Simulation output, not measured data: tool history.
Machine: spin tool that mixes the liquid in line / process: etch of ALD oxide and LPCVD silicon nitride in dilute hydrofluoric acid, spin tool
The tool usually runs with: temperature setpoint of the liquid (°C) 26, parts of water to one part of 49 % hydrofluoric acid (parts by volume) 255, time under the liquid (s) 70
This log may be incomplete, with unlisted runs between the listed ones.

run,hour,temperature setpoint of the liquid (°C),parts of water to one part of 49 % hydrofluoric acid (parts by volume),time under the liquid (s),"read-back film thickness of the ALD oxide reference wafer, read on the same gauge (nm)",thickness taken off the ALD oxide on a monitor wafer (Å)
1,0,26,255,70,70.01,48.53
2,34.5,26,255,70,69.98,47.58
3,95.2,26,255,70,70.016,47.73
4,122.1,26,255,70,69.981,46.45
5,163.4,26,255,70,69.997,47.42
6,232.7,26,255,45,70.009,30.48
7,258.5,26,255,45,70.001,30.02
8,297,26,160,70,69.98,82.78
9,324.3,26,160,70,70.001,84.65
10,357.8,26,160,70,70.029,82.04
11,405.6,28.5,255,70,70.002,50.61
# hour 456.1: thermometer replaced
12,457.8,28.5,255,70,69.976,48.14
# hour 487.9: hydrofluoric acid flow meter replaced
13,498.2,26,255,70,70.013,44.9
# hour 546.8: gauge calibrated
14,559.5,30.5,145,70,69.98,104.46
15,603.2,26,255,70,69.997,45.17
# hour 743.6: thermometer replaced, repeated, since the last time left the tool worse
16,803.1,26,255,40,70.036,28.16
17,849,26,160,70,70.029,88.16
18,898,26,255,100,69.987,69.78
19,925,26,255,70,70.009,49.68
20,959.8,26,315,50,70.007,26.77
21,1009.5,26,350,50,70.018,23.34
22,1063.1,26,255,70,70.032,49.42
23,1119.8,22,255,70,69.996,42.07
24,1184.9,30,160,70,69.983,100.63

What if the next run were any one of these 4? Each begins from the tool's condition after run 24:
A,1185.3,26,255,70,?,?
B,1185.3,28,375,90,?,?
C,1185.3,31,215,70,?,?
D,1185.3,26,255,80,?,?

run,"read-back film thickness of the ALD oxide reference wafer, read on the same gauge (nm)",thickness taken off the ALD oxide on a monitor wafer (Å)
A,69.992,48.66
B,69.992,40.3
C,69.992,71.76
D,69.992,55.61
What these runs would have given with no unlogged condition in the tool:
run,thickness taken off the ALD oxide on a monitor wafer (Å)
A,49.71
B,41.08
C,73.26
D,56.81

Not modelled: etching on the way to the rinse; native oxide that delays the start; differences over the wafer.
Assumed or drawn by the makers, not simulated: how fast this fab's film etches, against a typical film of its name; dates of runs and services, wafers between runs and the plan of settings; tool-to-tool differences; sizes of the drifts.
